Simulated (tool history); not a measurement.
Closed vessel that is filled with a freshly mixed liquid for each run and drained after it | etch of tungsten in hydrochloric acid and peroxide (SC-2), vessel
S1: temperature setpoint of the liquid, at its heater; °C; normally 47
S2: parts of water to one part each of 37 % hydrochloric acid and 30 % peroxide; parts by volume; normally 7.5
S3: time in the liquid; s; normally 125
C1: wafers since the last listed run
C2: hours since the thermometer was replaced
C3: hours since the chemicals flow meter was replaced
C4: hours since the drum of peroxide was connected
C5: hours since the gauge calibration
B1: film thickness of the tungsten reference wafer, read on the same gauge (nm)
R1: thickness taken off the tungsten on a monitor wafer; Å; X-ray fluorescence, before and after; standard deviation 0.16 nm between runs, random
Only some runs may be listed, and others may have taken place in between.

run   hour    S1    S2   S3    C1      C2     C3     C4     C5     B1     R1
  1      0    41   7.5  125     0   639.2    544  375.7  373.4     90  117.1
  2   33.2    41   7.5  125  2900   672.4  577.2  408.9  406.6  89.99  118.4
      35.7  -- gauge calibrated
  3   49.8    47   7.5  125  1450     689  593.8  425.5   14.1  90.02    178
  4   74.2    47   7.5  125  2131   713.4  618.2  449.9   38.5     90  176.3
  5  102.7    47   7.5  125  2489   741.9  646.7  478.4     67  90.01  176.8
  6  138.1    47   7.5  125  3092   777.3  682.1  513.8  102.4  90.03    176
  7  154.4    47   7.5  125  1424   793.6  698.4  530.1  118.7  89.98  173.8
  8    188    47   7.5  125  2935   827.2    732  563.7  152.3  89.98  173.7
  9  205.7    47   7.5  125  1546   844.9  749.7  581.4    170  89.98  174.1
     218.5  -- new drum of peroxide connected
 10  225.2    47   7.5  125  1616   864.4  769.2    6.7  189.5     90  172.9
 11  247.2    47   9.5  125  1921   886.4  791.2   28.7  211.5  89.97  143.6
 12  271.7    47   9.5  125  2140   910.9  815.7   53.2    236  89.98  143.3
 13  298.7    51   4.5  145  2358   937.9  842.7   80.2    263  89.98  387.2
 14  326.4  53.5    11  125  2419   965.6  870.4  107.9  290.7  89.99  191.6
 15  358.8  42.5     4  125  2830     998  902.8  140.3  323.1     90  201.4
     373.3  -- gauge calibrated
 16  391.5  56.5  10.5   60  2856  1030.7  935.5    173   18.2  89.98  115.6
     392.5  -- chemicals flow meter replaced
 17  416.7  54.5   5.5  125  2114  1055.9   24.2  198.2   43.4  89.98    397
 18  438.7    47   7.5   95  1921  1077.9   46.2  220.2   65.4  90.03  141.5
 19  484.5    47   7.5  125  4001  1123.7     92    266  111.2  89.99  187.4
     498.1  -- thermometer replaced
 20  576.1    47   7.5  125  7915      78  183.6  357.6  202.8  89.99  187.1
 21  588.6    47   5.5  125  1092    90.5  196.1  370.1  215.3     90    238
 22  604.3    47   7.5  125  1371   106.2  211.8  385.8    231     90  186.8
 23    629  40.5  10.5   80  2157   130.9  236.5  410.5  255.7  89.98   57.7
 24  643.8    47   7.5  125  1292   145.7  251.3  425.3  270.5  89.98  186.2

Branching from run 24: 5 alternative next runs. What would each branch give?
  A  644.5    47   7.5  125  61  146.4  252  426  271.2   ?   ?
  B  644.5  43.5     4  195  61  146.4  252  426  271.2   ?   ?
  C  644.5    47     6  105  61  146.4  252  426  271.2   ?   ?
  D  644.5    47   7.5   55  61  146.4  252  426  271.2   ?   ?
  E  644.5  52.5  10.5  125  61  146.4  252  426  271.2   ?   ?

run     B1     R1
  A  89.98  182.5
  B  89.98  355.8
  C  89.98  182.2
  D  89.98   80.3
  E  89.98  199.9
With the hidden condition removed and each run's random variation left untouched, the same runs would have given:
run     R1
  A    187
  B  363.1
  C  186.5
  D   82.3
  E  205.1

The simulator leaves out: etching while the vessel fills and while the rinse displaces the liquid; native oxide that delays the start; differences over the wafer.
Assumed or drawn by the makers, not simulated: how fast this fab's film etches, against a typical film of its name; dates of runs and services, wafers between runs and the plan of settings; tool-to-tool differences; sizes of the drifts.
